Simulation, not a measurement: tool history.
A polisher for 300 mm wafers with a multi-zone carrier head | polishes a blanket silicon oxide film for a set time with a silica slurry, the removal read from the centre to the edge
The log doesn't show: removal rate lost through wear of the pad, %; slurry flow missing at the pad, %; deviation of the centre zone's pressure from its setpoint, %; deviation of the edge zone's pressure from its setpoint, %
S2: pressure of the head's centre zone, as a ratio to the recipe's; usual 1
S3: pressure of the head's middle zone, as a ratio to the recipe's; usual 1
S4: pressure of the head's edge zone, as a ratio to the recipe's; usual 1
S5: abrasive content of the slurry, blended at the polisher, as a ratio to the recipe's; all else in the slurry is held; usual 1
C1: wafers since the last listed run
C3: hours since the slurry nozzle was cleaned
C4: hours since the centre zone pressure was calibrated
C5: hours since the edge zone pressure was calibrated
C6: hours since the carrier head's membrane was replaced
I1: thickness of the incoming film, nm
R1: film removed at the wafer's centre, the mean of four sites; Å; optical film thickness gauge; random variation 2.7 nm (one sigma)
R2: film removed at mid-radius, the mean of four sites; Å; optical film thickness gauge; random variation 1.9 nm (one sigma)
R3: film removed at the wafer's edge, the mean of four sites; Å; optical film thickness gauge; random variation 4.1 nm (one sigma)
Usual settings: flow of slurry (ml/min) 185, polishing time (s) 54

Run 1, hour 0: usual settings but flow of slurry (ml/min) 200; C1 0; wafers polished on this pad 509; C3 147.4; C4 531.5; C5 580.7; C6 1331.6; I1 1119.4. Result: R1 3120 Å, R2 3080 Å, R3 3142 Å.
At hour 60.2: worn pad replaced by a new one.
Run 2, hour 70.5: usual settings but flow of slurry (ml/min) 200; C1 831; wafers polished on this pad 129; C3 217.9; C4 602; C5 651.2; C6 1402.1; I1 1129.6. Result: R1 3134 Å, R2 3062 Å, R3 3084 Å.
Run 3, hour 120.8: usual settings but flow of slurry (ml/min) 200; C1 629; wafers polished on this pad 758; C3 268.2; C4 652.3; C5 701.5; C6 1452.4; I1 1147.9. Result: R1 3134 Å, R2 3045 Å, R3 3086 Å.
At hour 165.9: worn pad replaced by a new one.
Run 4, hour 175: usual settings; C1 628; wafers polished on this pad 113; C3 322.4; C4 706.5; C5 755.7; C6 1506.6; I1 1106.2. Result: R1 3081 Å, R2 3005 Å, R3 3062 Å.
At hour 194.3: edge zone pressure recalibrated.
Run 5, hour 205.7: usual settings; C1 359; wafers polished on this pad 472; C3 353.1; C4 737.2; C5 11.4; C6 1537.3; I1 1143.9. Result: R1 3092 Å, R2 3020 Å, R3 3001 Å.
Run 6, hour 236.7: usual settings; C1 387; wafers polished on this pad 860; C3 384.1; C4 768.2; C5 42.4; C6 1568.3; I1 1117.5. Result: R1 3037 Å, R2 3005 Å, R3 3038 Å.
At hour 274.3: worn pad replaced by a new one.
Run 7, hour 284.9: usual settings; C1 552; wafers polished on this pad 132; C3 432.3; C4 816.4; C5 90.6; C6 1616.5; I1 1143.5. Result: R1 3044 Å, R2 2977 Å, R3 3017 Å.
At hour 298: carrier head's membrane replaced by a new one.
At hour 301.8: centre zone pressure recalibrated.
Run 8, hour 342.5: usual settings but flow of slurry (ml/min) 125, S2 1.04, polishing time (s) 63; C1 633; wafers polished on this pad 765; C3 489.9; C4 40.7; C5 148.2; C6 44.5; I1 1114.3. Result: R1 3227 Å, R2 3123 Å, R3 3261 Å.
Run 9, hour 378.8: usual settings; C1 454; wafers polished on this pad 1219; C3 526.2; C4 77; C5 184.5; C6 80.8; I1 1120.9. Result: R1 3021 Å, R2 3018 Å, R3 3043 Å.
At hour 386: worn pad replaced by a new one.
At hour 393.4: slurry nozzle cleaned.
Run 10, hour 410: usual settings but polishing time (s) 68; C1 327; wafers polished on this pad 288; C3 16.6; C4 108.2; C5 215.7; C6 112; I1 1134.6. Result: R1 4018 Å, R2 3958 Å, R3 4001 Å.
Run 11, hour 450.6: usual settings but polishing time (s) 62; C1 507; wafers polished on this pad 796; C3 57.2; C4 148.8; C5 256.3; C6 152.6; I1 1132.2. Result: R1 3627 Å, R2 3586 Å, R3 3588 Å.
At hour 487.1: worn pad replaced by a new one.
Run 12, hour 518: usual settings; C1 793; wafers polished on this pad 386; C3 124.6; C4 216.2; C5 323.7; C6 220; I1 1127.2. Result: R1 3112 Å, R2 3061 Å, R3 3074 Å.
Run 13, hour 564.6: usual settings but S4 0.96; C1 583; wafers polished on this pad 969; C3 171.2; C4 262.8; C5 370.3; C6 266.6; I1 1142. Result: R1 3145 Å, R2 3048 Å, R3 3014 Å.
Run 14, hour 591.3: usual settings but flow of slurry (ml/min) 160, S5 1.1; C1 334; wafers polished on this pad 1303; C3 197.9; C4 289.5; C5 397; C6 293.3; I1 1128. Result: R1 3080 Å, R2 3080 Å, R3 3122 Å.

3 ways to go on from here, each from the tool as it stands after run 14. What would each give?
Run A, hour 591.7: usual settings but polishing time (s) 41; C1 5; wafers polished on this pad 1308; C3 198.3; C4 289.9; C5 397.4; C6 293.7; I1 1129.1. Result: R1 ?, R2 ?, R3 ?.
Run B, hour 591.7: usual settings but S4 1.1, polishing time (s) 36; C1 5; wafers polished on this pad 1308; C3 198.3; C4 289.9; C5 397.4; C6 293.7; I1 1129.1. Result: R1 ?, R2 ?, R3 ?.
Run C, hour 591.7: usual settings but S2 1.09, S4 0.92, S5 1.15; C1 5; wafers polished on this pad 1308; C3 198.3; C4 289.9; C5 397.4; C6 293.7; I1 1129.1. Result: R1 ?, R2 ?, R3 ?.

run    R1    R2    R3
  A  2349  2330  2345
  B  2062  2046  2158
  C  3581  3256  3150
Without the tool's hidden state the same runs would have given:
run    R1    R2    R3
  A  2438  2408  2401
  B  2140  2114  2210
  C  3716  3365  3226

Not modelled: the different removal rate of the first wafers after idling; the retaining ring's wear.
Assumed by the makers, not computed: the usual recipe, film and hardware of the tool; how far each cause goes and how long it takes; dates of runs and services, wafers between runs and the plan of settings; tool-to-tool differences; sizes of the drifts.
